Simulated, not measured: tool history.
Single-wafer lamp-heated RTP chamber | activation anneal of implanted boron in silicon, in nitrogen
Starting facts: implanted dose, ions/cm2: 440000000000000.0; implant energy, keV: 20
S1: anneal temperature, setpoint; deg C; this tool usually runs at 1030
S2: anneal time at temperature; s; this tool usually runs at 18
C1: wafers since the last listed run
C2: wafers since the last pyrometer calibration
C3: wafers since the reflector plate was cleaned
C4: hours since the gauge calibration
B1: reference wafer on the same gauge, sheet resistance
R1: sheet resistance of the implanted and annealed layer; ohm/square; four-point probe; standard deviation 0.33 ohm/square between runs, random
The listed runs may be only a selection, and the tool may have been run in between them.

run 1 day=0.000 | S1=1030 S2=18 | C1=0 C2=4924 C3=3135 C4=285.3 | B1=179.64 | R1=213.68
run 2 day=1.350 | S1=1030 S2=18 | C1=301 C2=5226 C3=3437 C4=317.7 | B1=179.53 | R1=214.31
run 3 day=2.438 | S1=1030 S2=18 | C1=243 C2=5469 C3=3680 C4=343.8 | B1=179.46 | R1=213.55
run 4 day=3.112 | S1=1030 S2=18 | C1=150 C2=5620 C3=3831 C4=360.0 | B1=179.44 | R1=213.75
run 5 day=4.542 | S1=1030 S2=18 | C1=319 C2=5939 C3=4150 C4=394.3 | B1=179.41 | R1=214.00
run 6 day=5.233 | S1=1030 S2=18 | C1=154 C2=6094 C3=4305 C4=410.9 | B1=179.38 | R1=214.01
run 7 day=6.417 | S1=1030 S2=18 | C1=264 C2=6358 C3=4569 C4=439.3 | B1=179.35 | R1=213.47
run 8 day=7.304 | S1=1030 S2=18 | C1=198 C2=6557 C3=4767 C4=460.6 | B1=179.33 | R1=213.71
-- day=7.888 gauge calibrated
run 9 day=8.638 | S1=1041 S2=13 | C1=297 C2=6855 C3=5065 C4=18.0 | B1=182.12 | R1=216.98
-- day=9.538 reflector plate cleaned
run 10 day=9.862 | S1=1018 S2=15 | C1=199 C2=7054 C3=72 C4=47.4 | B1=181.70 | R1=218.61
run 11 day=10.996 | S1=1030 S2=18 | C1=253 C2=7307 C3=326 C4=74.6 | B1=181.48 | R1=215.82
-- day=12.162 pyrometer window cleaned and pyrometer calibrated
run 12 day=12.183 | S1=1030 S2=26 | C1=190 C2=4 C3=517 C4=103.1 | B1=181.23 | R1=215.63
run 13 day=15.708 | S1=1041 S2=13 | C1=787 C2=792 C3=1304 C4=187.7 | B1=180.72 | R1=215.06
run 14 day=16.292 | S1=1048 S2=25 | C1=130 C2=922 C3=1435 C4=201.7 | B1=180.73 | R1=213.55
run 15 day=17.088 | S1=1046 S2=8 | C1=177 C2=1100 C3=1613 C4=220.8 | B1=180.64 | R1=215.55
run 16 day=17.958 | S1=1030 S2=18 | C1=194 C2=1295 C3=1807 C4=241.7 | B1=180.53 | R1=215.22
run 17 day=19.350 | S1=1030 S2=13 | C1=311 C2=1606 C3=2118 C4=275.1 | B1=180.47 | R1=215.53

Pick out some run-to-run changes in R1. Of each, how much would a tool without hidden state show as well, from the settings, what came in and chance, and how much is left for the hidden state and any gauge scatter not in both results compared?
Hidden conditions of the tool in this case: true wafer temperature minus pyrometer reading, K; wafer temperature error from the tarnished reflector plate, K; gauge reads high (%).
Run 8 -> 9: S1 1030 -> 1041, S2 18 -> 13, gauge calibrated. R1 +3.27 ohm/square: hidden state +3.31, all else -0.04.
